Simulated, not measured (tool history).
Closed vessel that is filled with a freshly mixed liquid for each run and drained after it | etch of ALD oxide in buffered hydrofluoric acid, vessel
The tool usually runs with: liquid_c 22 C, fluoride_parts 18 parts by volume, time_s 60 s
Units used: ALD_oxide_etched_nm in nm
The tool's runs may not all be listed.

| run | hour | liquid_c | fluoride_parts | time_s | read-back film thickness of the ALD oxide reference wafer, read on the same gauge (nm) | ALD_oxide_etched_nm |
|---|---|---|---|---|---|---|
| 1 | 0 | 22 | 18 | 60 | 79.98 | 46.79 |
| 2 | 30.2 | 22 | 18 | 60 | 80 | 47.07 |
| 3 | 80.1 | 22 | 21 | 75 | 80 | 50.4 |
| 4 | 140.9 | 22 | 15 | 75 | 79.99 | 69.52 |
| 5 | 165.3 | 22 | 15 | 75 | 79.97 | 70.16 |
| 6 | 234.6 | 22 | 18 | 60 | 80.03 | 46.6 |
| 7 | 273.1 | 22 | 18 | 60 | 80.01 | 46.5 |
| 8 | 342.1 | 22 | 18 | 60 | 80.01 | 46.97 |
| 9 | 371.6 | 22 | 18 | 60 | 80.04 | 46.78 |
|  | 397.2 | hydrofluoric acid flow meter replaced |
| 10 | 414.4 | 22 | 18 | 60 | 79.99 | 44.97 |
| 11 | 455.1 | 22 | 18 | 60 | 80.01 | 44.68 |
| 12 | 499.7 | 22 | 18 | 60 | 79.98 | 44.76 |
| 13 | 532.3 | 18.5 | 18 | 60 | 80.02 | 36.7 |
| 14 | 569.3 | 18.5 | 18 | 60 | 80 | 36.74 |
| 15 | 596.4 | 22 | 18 | 60 | 80.02 | 44.99 |
| 16 | 653.3 | 22 | 14.5 | 60 | 79.96 | 55.1 |
|  | 657.2 | gauge calibrated |
| 17 | 678.7 | 22 | 13 | 80 | 79.99 | 82.15 |
| 18 | 725.4 | 22 | 18 | 60 | 79.98 | 44.35 |
|  | 743 | thermometer replaced |
| 19 | 762.2 | 22 | 18 | 60 | 79.99 | 48.75 |
| 20 | 833.2 | 22 | 18 | 60 | 80 | 48.24 |
| 21 | 895.6 | 22 | 18 | 60 | 79.97 | 48.32 |
| 22 | 926 | 22 | 11.5 | 60 | 79.99 | 75.04 |
| 23 | 956.1 | 19.5 | 22 | 50 | 79.99 | 29.41 |
| 24 | 1009.9 | 17.5 | 24 | 40 | 80.05 | 19.82 |
| 25 | 1042.8 | 22 | 24 | 30 | 80.02 | 19.19 |
| 26 | 1077.7 | 22 | 18 | 60 | 80.02 | 48.96 |
| 27 | 1114.5 | 26 | 22 | 45 | 80 | 37.92 |
| 28 | 1165.1 | 22 | 18 | 60 | 80 | 48.37 |
| 29 | 1195.2 | 26.5 | 12 | 60 | 80 | 92.43 |
| 30 | 1227.8 | 22 | 18 | 90 | 80.05 | 72.68 |
| 31 | 1289.6 | 22 | 18 | 35 | 80 | 28.06 |
| 32 | 1321.9 | 20.5 | 15.5 | 60 | 79.98 | 51.23 |
| 33 | 1379 | 22 | 13.5 | 35 | 79.99 | 37.57 |
| 34 | 1418.8 | 18.5 | 15 | 35 | 79.97 | 27.55 |
| 35 | 1459.2 | 26 | 22 | 35 | 80.01 | 29.18 |

Hidden state or all else? Some run-to-run changes of ALD_oxide_etched_nm, split into what the settings, what came in and random variation would give without the hidden state, and what is left for the hidden state (with any gauge scatter that isn't in both results):
Hidden state present: liquid colder than its thermometer reads (K); hydrofluoric acid flow above the setpoint (%); gauge reads high (%).
Run 9 -> 10: hydrofluoric acid flow meter replaced. ALD_oxide_etched_nm -1.81 nm: hidden state -2.17, all else +0.36.
Run 17 -> 18: fluoride_parts 13 -> 18, time_s 80 -> 60. ALD_oxide_etched_nm -37.8 nm: hidden state +2.81, all else -40.61.
Run 18 -> 19: thermometer replaced. ALD_oxide_etched_nm +4.4 nm: hidden state +4.03, all else +0.37.
Run 22 -> 23: liquid_c 22 -> 19.5, fluoride_parts 11.5 -> 22, time_s 60 -> 50. ALD_oxide_etched_nm -45.63 nm: hidden state -0.68, all else -44.95.
Run 28 -> 29: liquid_c 22 -> 26.5, fluoride_parts 18 -> 12. ALD_oxide_etched_nm +44.06 nm: hidden state +0.36, all else +43.7.
Run 30 -> 31: time_s 90 -> 35. ALD_oxide_etched_nm -44.62 nm: hidden state -0.38, all else -44.24.
